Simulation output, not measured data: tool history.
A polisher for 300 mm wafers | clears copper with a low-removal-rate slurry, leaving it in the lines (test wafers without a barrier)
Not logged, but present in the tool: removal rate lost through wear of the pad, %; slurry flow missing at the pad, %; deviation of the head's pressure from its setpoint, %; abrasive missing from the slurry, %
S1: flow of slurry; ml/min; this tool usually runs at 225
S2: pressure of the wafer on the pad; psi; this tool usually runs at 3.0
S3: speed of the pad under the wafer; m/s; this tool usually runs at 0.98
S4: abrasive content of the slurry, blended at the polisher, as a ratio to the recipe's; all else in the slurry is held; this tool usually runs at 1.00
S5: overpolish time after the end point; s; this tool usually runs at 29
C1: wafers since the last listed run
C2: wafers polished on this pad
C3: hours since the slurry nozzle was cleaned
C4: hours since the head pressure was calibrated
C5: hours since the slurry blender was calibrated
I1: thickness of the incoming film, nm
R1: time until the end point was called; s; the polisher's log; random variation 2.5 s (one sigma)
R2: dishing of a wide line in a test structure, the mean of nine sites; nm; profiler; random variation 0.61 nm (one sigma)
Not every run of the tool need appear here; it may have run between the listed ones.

run	hour	S1	S2	S3	S4	S5	C1	C2	C3	C4	C5	I1	R1	R2
1	0.0	225	3.0	0.98	1.00	29	0	420	607.8	325.5	504.3	487.1	211.4	28.7
# hour 49.0: slurry nozzle cleaned
2	106.4	225	3.0	0.98	1.00	29	791	1212	57.4	431.9	610.7	485.5	212.0	28.5
3	192.2	260	2.6	0.98	1.00	29	644	1856	143.2	517.7	696.5	489.5	246.9	25.7
4	260.9	180	3.0	0.98	1.00	29	516	2373	211.9	586.4	765.2	485.1	213.5	28.2
# hour 271.4: slurry blender recalibrated
5	304.9	180	3.0	0.98	1.00	29	315	2688	255.9	630.4	33.5	480.4	201.7	28.4
6	371.9	265	3.0	0.98	1.25	29	503	3191	322.9	697.4	100.5	486.2	195.5	30.2
7	458.1	275	3.0	0.98	1.00	29	647	3839	409.1	783.6	186.7	490.4	203.7	29.3
# hour 461.2: head pressure recalibrated
8	563.9	225	3.7	0.82	1.00	29	779	4619	514.9	102.7	292.5	480.2	183.3	30.7
# hour 590.5: worn pad replaced by a new one
# hour 725.3: slurry nozzle cleaned
9	811.4	165	3.0	0.80	1.25	37	1821	1651	86.1	350.2	540.0	484.6	234.7	30.8
# hour 846.9: slurry blender recalibrated
10	893.8	225	3.0	0.98	1.00	29	604	2255	168.5	432.6	46.9	486.2	203.7	29.1
11	983.6	225	3.0	1.26	1.00	29	674	2930	258.3	522.4	136.7	486.0	174.6	30.2
12	1041.2	225	3.0	0.98	0.85	29	432	3363	315.9	580.0	194.3	489.1	214.1	29.4
13	1081.2	195	3.0	0.98	1.00	29	300	3663	355.9	620.0	234.3	485.3	207.0	29.3
# hour 1165.1: worn pad replaced by a new one
14	1178.5	225	3.0	1.24	1.30	22	700	100	453.2	717.3	331.6	484.8	172.6	27.4
15	1285.5	225	3.0	0.76	1.00	29	803	904	560.2	824.3	438.6	481.3	238.9	27.1
# hour 1299.1: head pressure recalibrated
16	1325.1	175	2.2	1.16	0.85	29	282	1187	599.8	26.0	478.2	490.5	268.3	25.5
17	1376.2	265	3.0	0.74	1.10	41	383	1570	650.9	77.1	529.3	481.7	234.6	31.6
# hour 1398.4: slurry nozzle cleaned
18	1481.8	225	3.0	0.98	1.00	29	785	2356	83.4	182.7	634.9	480.9	203.9	28.2
# hour 1546.7: slurry blender recalibrated
19	1555.3	225	3.0	0.98	1.10	19	537	2893	156.9	256.2	8.6	489.2	203.3	23.6
20	1624.6	170	4.0	1.30	1.00	36	520	3414	226.2	325.5	77.9	490.6	130.2	35.8
21	1681.9	225	3.0	0.98	1.00	34	430	3844	283.5	382.8	135.2	487.9	204.5	31.1
22	1750.3	225	3.0	1.12	1.00	29	513	4358	351.9	451.2	203.6	486.6	188.8	29.7
# hour 1796.8: worn pad replaced by a new one
23	1829.6	225	3.0	0.98	1.00	29	565	246	431.2	530.5	282.9	478.3	203.0	28.0
24	1875.8	225	3.0	0.98	1.00	29	347	593	477.4	576.7	329.1	485.5	207.9	28.9
25	1979.0	225	3.0	0.98	1.00	29	775	1369	580.6	679.9	432.3	480.7	206.8	29.2
26	2034.8	260	2.6	0.98	1.00	29	419	1788	636.4	735.7	488.1	486.7	239.4	26.1
# hour 2053.1: head pressure recalibrated
27	2086.4	225	3.0	1.24	1.00	29	372	2160	688.0	33.3	539.7	484.3	178.7	29.3
# hour 2185.6: slurry nozzle cleaned
28	2193.7	225	3.0	0.98	1.00	29	798	2959	8.1	140.6	647.0	495.5	212.7	28.7

Run by run, hidden condition taken away, random variation retained:
run	R1	R2
1	203.8	29.2
2	203.0	29.0
3	235.0	26.4
4	202.3	28.9
5	201.0	28.5
6	194.0	30.3
7	201.1	29.5
8	179.9	30.9
9	226.7	31.3
10	202.8	29.2
11	173.0	30.3
12	211.5	29.6
13	204.0	29.4
14	169.0	27.7
15	232.4	27.4
16	260.5	25.8
17	226.9	32.0
18	195.9	28.7
19	201.9	23.7
20	128.8	35.8
21	201.6	31.3
22	185.3	29.9
23	198.4	28.3
24	202.5	29.2
25	200.2	29.7
26	231.0	26.6
27	171.8	29.7
28	203.1	29.2

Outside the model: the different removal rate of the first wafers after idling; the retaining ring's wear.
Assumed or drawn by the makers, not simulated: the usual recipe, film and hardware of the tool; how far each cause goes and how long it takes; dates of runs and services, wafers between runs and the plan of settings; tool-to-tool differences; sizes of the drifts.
